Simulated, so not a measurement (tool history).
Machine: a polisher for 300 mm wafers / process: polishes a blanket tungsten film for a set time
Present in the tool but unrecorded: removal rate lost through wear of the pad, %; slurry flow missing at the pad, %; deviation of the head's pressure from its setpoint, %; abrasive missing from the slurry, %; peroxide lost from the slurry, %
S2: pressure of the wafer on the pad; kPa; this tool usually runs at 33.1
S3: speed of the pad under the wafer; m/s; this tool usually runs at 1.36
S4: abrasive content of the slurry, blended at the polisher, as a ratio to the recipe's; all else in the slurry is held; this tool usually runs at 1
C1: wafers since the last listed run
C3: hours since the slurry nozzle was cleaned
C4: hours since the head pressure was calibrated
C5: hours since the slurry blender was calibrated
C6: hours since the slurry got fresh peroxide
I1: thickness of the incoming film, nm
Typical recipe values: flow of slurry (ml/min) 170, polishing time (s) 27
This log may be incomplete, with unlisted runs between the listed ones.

Run 1, day 0: usual settings but S3 1.24 m/s; C1 0; wafers polished on this pad 5376; C3 299.5; C4 341.6; C5 237; C6 394.3; I1 624.8. Result: film removed (nm) 170.9.
At day 3.542: slurry tank refilled with fresh slurry and peroxide.
At day 3.883: worn pad replaced by a new one.
At day 6.571: slurry nozzle cleaned.
Run 2, day 10.388: usual settings but S3 1.24 m/s; C1 2987; wafers polished on this pad 1905; C3 91.6; C4 590.9; C5 486.3; C6 164.3; I1 627.3. Result: film removed (nm) 172.5.
At day 10.883: slurry blender recalibrated.
At day 11.975: head pressure recalibrated.
Run 3, day 12.104: usual settings; C1 456; wafers polished on this pad 2361; C3 132.8; C4 3.1; C5 29.3; C6 205.5; I1 622.8. Result: film removed (nm) 199.
Run 4, day 20.862: usual settings; C1 2581; wafers polished on this pad 4942; C3 343; C4 213.3; C5 239.5; C6 415.7; I1 625.1. Result: film removed (nm) 182.2.
Run 5, day 23.025: usual settings; C1 637; wafers polished on this pad 5580; C3 394.9; C4 265.2; C5 291.4; C6 467.6; I1 633.6. Result: film removed (nm) 178.8.
At day 24.588: worn pad replaced by a new one.
Run 6, day 24.996: usual settings; C1 531; wafers polished on this pad 119; C3 442.2; C4 312.5; C5 338.7; C6 514.9; I1 629.2. Result: film removed (nm) 169.9.
At day 27.5: slurry nozzle cleaned.
Run 7, day 27.912: usual settings; C1 847; wafers polished on this pad 967; C3 9.9; C4 382.5; C5 408.7; C6 584.9; I1 641.3. Result: film removed (nm) 170.1.
At day 28.312: slurry tank refilled with fresh slurry and peroxide.
Run 8, day 30.575: usual settings; C1 772; wafers polished on this pad 1739; C3 73.8; C4 446.4; C5 472.6; C6 54.3; I1 632.3. Result: film removed (nm) 185.1.
At day 30.754: slurry blender recalibrated.
Run 9, day 32.946: usual settings; C1 674; wafers polished on this pad 2413; C3 130.7; C4 503.3; C5 52.6; C6 111.2; I1 631.5. Result: film removed (nm) 199.6.
At day 33.979: head pressure recalibrated.
Run 10, day 34.621: usual settings; C1 469; wafers polished on this pad 2882; C3 170.9; C4 15.4; C5 92.8; C6 151.4; I1 632. Result: film removed (nm) 195.5.
Run 11, day 38.825: usual settings but flow of slurry (ml/min) 210; C1 1239; wafers polished on this pad 4121; C3 271.8; C4 116.3; C5 193.7; C6 252.3; I1 625.4. Result: film removed (nm) 198.7.
Run 12, day 43.058: usual settings but flow of slurry (ml/min) 200; C1 1247; wafers polished on this pad 5369; C3 373.4; C4 217.9; C5 295.3; C6 353.9; I1 631.6. Result: film removed (nm) 186.4.
At day 47.092: worn pad replaced by a new one.
Run 13, day 47.346: usual settings but S3 1.08 m/s, S4 0.8; C1 1214; wafers polished on this pad 75; C3 476.3; C4 320.8; C5 398.2; C6 456.8; I1 624.6. Result: film removed (nm) 140.7.
Run 14, day 49: usual settings but flow of slurry (ml/min) 210, S4 1.15, polishing time (s) 24; C1 487; wafers polished on this pad 562; C3 516; C4 360.5; C5 437.9; C6 496.5; I1 619.1. Result: film removed (nm) 163.9.
At day 49.546: slurry blender recalibrated.
At day 50.604: slurry nozzle cleaned.
Run 15, day 51.196: usual settings; C1 610; wafers polished on this pad 1173; C3 14.2; C4 413.2; C5 39.6; C6 549.2; I1 625.4. Result: film removed (nm) 179.6.
At day 51.275: slurry tank refilled with fresh slurry and peroxide.
Run 16, day 54.783: usual settings but flow of slurry (ml/min) 150; C1 1045; wafers polished on this pad 2218; C3 100.3; C4 499.3; C5 125.7; C6 84.2; I1 637.5. Result: film removed (nm) 190.
At day 57.396: head pressure recalibrated.
Run 17, day 59.142: usual settings; C1 1259; wafers polished on this pad 3478; C3 204.9; C4 41.9; C5 230.3; C6 188.8; I1 632.6. Result: film removed (nm) 189.4.
Run 18, day 60.742: usual settings but S2 41.4 kPa, polishing time (s) 33; C1 471; wafers polished on this pad 3949; C3 243.3; C4 80.3; C5 268.7; C6 227.2; I1 626.8. Result: film removed (nm) 269.1.
Run 19, day 64.767: usual settings but S4 1.25, polishing time (s) 21; C1 1186; wafers polished on this pad 5135; C3 339.9; C4 176.9; C5 365.3; C6 323.8; I1 637.3. Result: film removed (nm) 145.8.
At day 67.542: worn pad replaced by a new one.
Run 20, day 67.7: usual settings but flow of slurry (ml/min) 120; C1 815; wafers polished on this pad 46; C3 410.3; C4 247.3; C5 435.7; C6 394.2; I1 626.5. Result: film removed (nm) 168.4.
Run 21, day 69.796: usual settings but flow of slurry (ml/min) 145, S2 21.4 kPa, S3 1.06 m/s, S4 1.2; C1 617; wafers polished on this pad 664; C3 460.6; C4 297.6; C5 486; C6 444.5; I1 623.1. Result: film removed (nm) 112.2.
At day 71.662: slurry nozzle cleaned.
At day 73.362: slurry blender recalibrated.
Run 22, day 73.383: usual settings but S4 1.3, polishing time (s) 30; C1 1020; wafers polished on this pad 1684; C3 41.3; C4 383.7; C5 0.5; C6 530.6; I1 636.9. Result: film removed (nm) 213.3.
At day 74.021: slurry tank refilled with fresh slurry and peroxide.
Run 23, day 76.779: usual settings but S2 24.8 kPa, S3 1.1 m/s, S4 0.7; C1 988; wafers polished on this pad 2673; C3 122.8; C4 465.2; C5 82; C6 66.2; I1 617.4. Result: film removed (nm) 129.1.
At day 79.883: head pressure recalibrated.
Run 24, day 80.858: usual settings but S3 1.64 m/s, S4 0.9, polishing time (s) 32; C1 1177; wafers polished on this pad 3850; C3 220.7; C4 23.4; C5 179.9; C6 164.1; I1 624.1. Result: film removed (nm) 260.2.
Run 25, day 84.071: usual settings but polishing time (s) 35; C1 946; wafers polished on this pad 4797; C3 297.8; C4 100.5; C5 257; C6 241.2; I1 638.2. Result: film removed (nm) 241.6.
At day 90.212: worn pad replaced by a new one.
Run 26, day 91.475: usual settings but S4 0.7, polishing time (s) 34; C1 2132; wafers polished on this pad 372; C3 475.5; C4 278.2; C5 434.7; C6 418.9; I1 617.5. Result: film removed (nm) 202.4.
At day 92.654: slurry tank refilled with fresh slurry and peroxide.
Run 27, day 93.012: usual settings but S3 1.24 m/s; C1 440; wafers polished on this pad 813; C3 512.4; C4 315.1; C5 471.6; C6 8.6; I1 627.6. Result: film removed (nm) 175.1.

Subtracting, for every run, the result it would have given without the tool's unlogged condition from the measured result gives the following. The same run-to-run variation enters both numbers; the gauge's scatter may not:
run  film removed (nm)
  1              -18.3
  2              -17.9
  3               -6.2
  4              -19.7
  5              -24.3
  6                -28
  7              -36.8
  8              -16.8
  9                 -5
 10               -6.6
 11              -12.1
 12              -18.4
 13              -20.8
 14              -28.8
 15                -25
 16                 -8
 17              -12.7
 18              -21.1
 19              -16.8
 20              -24.7
 21              -19.7
 22                -28
 23               -1.8
 24               -8.7
 25              -13.1
 26              -24.7
 27              -13.3

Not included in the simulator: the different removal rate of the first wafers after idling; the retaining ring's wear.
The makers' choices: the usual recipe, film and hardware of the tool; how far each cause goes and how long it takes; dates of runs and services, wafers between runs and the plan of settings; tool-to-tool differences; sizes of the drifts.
